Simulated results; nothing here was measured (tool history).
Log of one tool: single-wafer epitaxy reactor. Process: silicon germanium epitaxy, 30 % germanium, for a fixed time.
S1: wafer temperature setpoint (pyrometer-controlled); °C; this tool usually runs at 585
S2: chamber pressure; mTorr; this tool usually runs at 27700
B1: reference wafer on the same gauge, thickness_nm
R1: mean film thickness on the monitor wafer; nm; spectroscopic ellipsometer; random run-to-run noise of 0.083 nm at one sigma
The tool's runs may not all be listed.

run,hour,S1,S2,B1,R1
1,0,585,27700,65.505,51.192
2,16.3,585,27700,65.478,51.077
3,26.6,585,27700,65.504,51.032
4,41.8,585,27700,65.519,51.015
5,56.7,585,27700,65.487,50.98
6,70.1,585,27700,65.507,51.229
7,85.3,585,27700,65.506,50.911
8,104.2,574,23000,65.494,38.108
9,113.9,585,32300,65.508,55.432
10,131.3,580,34200,65.495,52.456
11,141.3,585,27700,65.494,51.047
12,147.9,585,27700,65.516,51.043
13,160.3,585,27700,65.541,50.91
14,175.8,581,23900,65.492,47.482
15,188.4,585,34000,65.47,61.198
16,198.6,596,34000,65.486,73.352
17,212,577,33000,65.513,52.557
18,218.7,580,21300,65.506,43.269

The log once held 4 entries between its listed runs, left out of this copy. Where does each go, and what is different about the tool's unlogged condition between the listed run before it and the listed run after it?
After run 7, before run 8: showerhead replaced (hour 103.7)
  both runs share identical hidden conditions
  measured less the result without the state, R1: -4.373 -> -3.357 nm
After run 9, before run 10: gauge calibrated (hour 119.2); capacitance manometer re-zeroed and calibrated (hour 127.7)
  both runs share identical hidden conditions
  measured less the result without the state, R1: -4.772 -> -4.571 nm
After run 13, before run 14: pyrometer calibrated (hour 168.4)
  wafer temperature above the value expected at the setpoint (K): -4.95 -> -0.35
  measured less the result without the state, R1: -4.397 -> -0.28 nm

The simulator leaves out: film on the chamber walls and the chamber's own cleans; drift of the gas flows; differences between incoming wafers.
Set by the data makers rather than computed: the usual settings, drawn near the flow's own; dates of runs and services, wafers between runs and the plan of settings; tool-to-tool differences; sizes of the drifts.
